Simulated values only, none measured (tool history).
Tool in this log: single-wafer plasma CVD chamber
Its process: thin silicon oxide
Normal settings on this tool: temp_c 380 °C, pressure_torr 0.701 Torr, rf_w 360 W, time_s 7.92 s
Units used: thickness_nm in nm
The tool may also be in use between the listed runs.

run	hour	temp_c	pressure_torr	rf_w	time_s	wafers since the last listed run	hours since the last thermocouple change	hours since the last RF generator calibration	hours since the last manometer calibration	hours since the showerhead was replaced	hours since the gauge calibration	read-back reference wafer on the same gauge, thickness_nm	thickness_nm
1	0	380	0.701	360	7.92	0	2579.9	1232.8	2012.5	5396.4	234.1	11.098	13.268
# hour 11.7: thermocouple changed; heater temperature recalibrated
2	12.2	380	0.701	360	7.92	117	0.5	1245	2024.7	5408.6	246.3	11.104	13.233
3	17.7	380	0.701	360	7.92	154	6	1250.5	2030.2	5414.1	251.8	11.101	13.265
4	30.7	380	0.701	360	7.92	364	19	1263.5	2043.2	5427.1	264.8	11.093	13.241
5	48	380	0.701	360	7.92	485	36.3	1280.8	2060.5	5444.4	282.1	11.094	13.253
6	57.7	387	0.602	360	9.28	272	46	1290.5	2070.2	5454.1	291.8	11.109	14.369
# hour 67.2: showerhead replaced
7	68.1	380	0.701	360	7.92	67	56.4	1300.9	2080.6	0.9	302.2	11.096	13.223
8	81.3	395	0.701	360	7.92	370	69.6	1314.1	2093.8	14.1	315.4	11.098	13.12
# hour 83.6: gauge calibrated
9	92.5	380	0.701	360	7.92	314	80.8	1325.3	2105	25.3	8.9	11.103	13.257
10	107.5	368	0.701	295	7.92	420	95.8	1340.3	2120	40.3	23.9	11.099	12.196
11	115	389	0.701	290	7.92	210	103.3	1347.8	2127.5	47.8	31.4	11.101	11.918
12	121.8	380	0.701	360	9.19	190	110.1	1354.6	2134.3	54.6	38.2	11.098	15.432
13	131.3	380	0.59	330	7.92	266	119.6	1364.1	2143.8	64.1	47.7	11.105	11.734
# hour 146.1: RF generator calibrated
14	146.7	385	0.701	390	7.92	207	135	0.6	2159.2	79.5	63.1	11.105	14.191
15	156.3	380	0.654	325	6.89	269	144.6	10.2	2168.8	89.1	72.7	11.103	11.1
16	163.3	380	0.848	385	9.28	196	151.6	17.2	2175.8	96.1	79.7	11.087	18.32
17	174.3	376	0.651	360	8.51	308	162.6	28.2	2186.8	107.1	90.7	11.092	14.294
18	188	380	0.757	360	7.43	384	176.3	41.9	2200.5	120.8	104.4	11.104	13.504
19	196.3	380	0.701	360	6.35	232	184.6	50.2	2208.8	129.1	112.7	11.097	11.022
# hour 205.8: capacitance manometer re-zeroed and calibrated
20	206.3	380	0.701	360	7.92	56	194.6	60.2	0.5	139.1	122.7	11.101	13.393
21	211.8	380	0.701	360	7.92	154	200.1	65.7	6	144.6	128.2	11.085	13.371
22	218.3	380	0.701	360	8.43	182	206.6	72.2	12.5	151.1	134.7	11.105	14.238
23	224.7	384	0.578	330	9.2	179	213	78.6	18.9	157.5	141.1	11.109	13.48
24	238.4	380	0.701	360	7.92	384	226.7	92.3	32.6	171.2	154.8	11.089	13.357
25	246.8	374	0.838	385	7.43	235	235.1	100.7	41	179.6	163.2	11.1	14.224
26	295.2	380	0.591	425	7.05	1358	283.5	149.1	89.4	228	211.6	11.109	11.629
27	304.7	380	0.701	360	6.46	266	293	158.6	98.9	237.5	221.1	11.099	10.882
28	349.7	392	0.826	410	7.92	1262	338	203.6	143.9	282.5	266.1	11.106	15.122

Results per run with the tool's hidden condition removed, run-to-run variation unchanged:
The tool's hidden condition here consists of: wafer temperature above the value expected at the setpoint (K); delivered RF power above the setpoint (%); true pressure above the setpoint (%); gauge reads high (%).
run	thickness_nm
1	13.445
2	13.406
3	13.436
4	13.408
5	13.415
6	14.523
7	13.379
8	13.271
9	13.405
10	12.378
11	12.099
12	15.594
13	11.848
14	13.79
15	10.791
16	17.859
17	13.903
18	13.151
19	10.734
20	13.422
21	13.405
22	14.281
23	13.527
24	13.415
25	14.289
26	11.706
27	10.973
28	15.273
